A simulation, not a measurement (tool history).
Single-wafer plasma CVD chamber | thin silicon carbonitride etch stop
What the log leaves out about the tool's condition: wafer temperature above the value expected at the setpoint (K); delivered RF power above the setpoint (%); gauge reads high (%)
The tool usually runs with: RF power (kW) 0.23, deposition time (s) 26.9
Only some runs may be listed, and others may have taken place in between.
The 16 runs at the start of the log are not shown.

run,hour,RF power (kW),deposition time (s),wafers since the last listed run,hours since the last thermocouple change,hours since the last RF generator calibration,hours since the showerhead was replaced,hours since the gauge calibration,"read-back reference wafer on the same gauge, thickness_nm",mean film thickness on the monitor wafer (angstrom)
# hour 1108.5: gauge calibrated
17,1163.8,0.195,26.9,2986,111.7,1086.9,5658.7,55.3,12.084,143.66
18,1217.3,0.25,31.6,1645,165.2,1140.4,5712.2,108.8,12.117,180.12
19,1274.2,0.23,26.9,1750,222.1,1197.3,5769.1,165.7,12.101,151.19
20,1370.5,0.23,26.9,2962,318.4,1293.6,5865.4,262,12.098,149.61
21,1409.2,0.245,28.6,1190,357.1,1332.3,5904.1,300.7,12.1,162.4
22,1475.5,0.23,26.9,2039,423.4,1398.6,5970.4,367,12.095,151.02
23,1515,0.23,25.1,1215,462.9,1438.1,6009.9,406.5,12.101,141.1
# hour 1611.6: showerhead replaced
24,1621.6,0.26,22.4,3032,569.5,1544.7,10,513.1,12.093,129.66
25,1686,0.275,25.2,1980,633.9,1609.1,74.4,577.5,12.099,148.38
# hour 1743.1: RF generator calibrated
26,1753.4,0.21,24.8,1827,701.3,10.3,141.8,644.9,12.106,135.01
27,1845.7,0.23,26.9,2839,793.6,102.6,234.1,737.2,12.097,150
28,1910.9,0.23,26.9,2005,858.8,167.8,299.3,802.4,12.109,150.51
29,2008.7,0.23,26.9,3008,956.6,265.6,397.1,900.2,12.102,150.39
30,2063.5,0.23,32.1,1685,1011.4,320.4,451.9,955,12.114,177.82
31,2140.3,0.23,26.9,2362,1088.2,397.2,528.7,1031.8,12.117,151.05

What does the tool deliver on the next run?
32,2179.6,0.195,30.3,1208,1127.5,436.5,568,1071.1,?,?

{"run 32": {"read-back reference wafer on the same gauge, thickness_nm": 12.111, "mean film thickness on the monitor wafer (angstrom)": 161.91}}
With the hidden condition absent and the run-to-run variation left alone, this run would have shown mean film thickness on the monitor wafer (angstrom) 161.91.

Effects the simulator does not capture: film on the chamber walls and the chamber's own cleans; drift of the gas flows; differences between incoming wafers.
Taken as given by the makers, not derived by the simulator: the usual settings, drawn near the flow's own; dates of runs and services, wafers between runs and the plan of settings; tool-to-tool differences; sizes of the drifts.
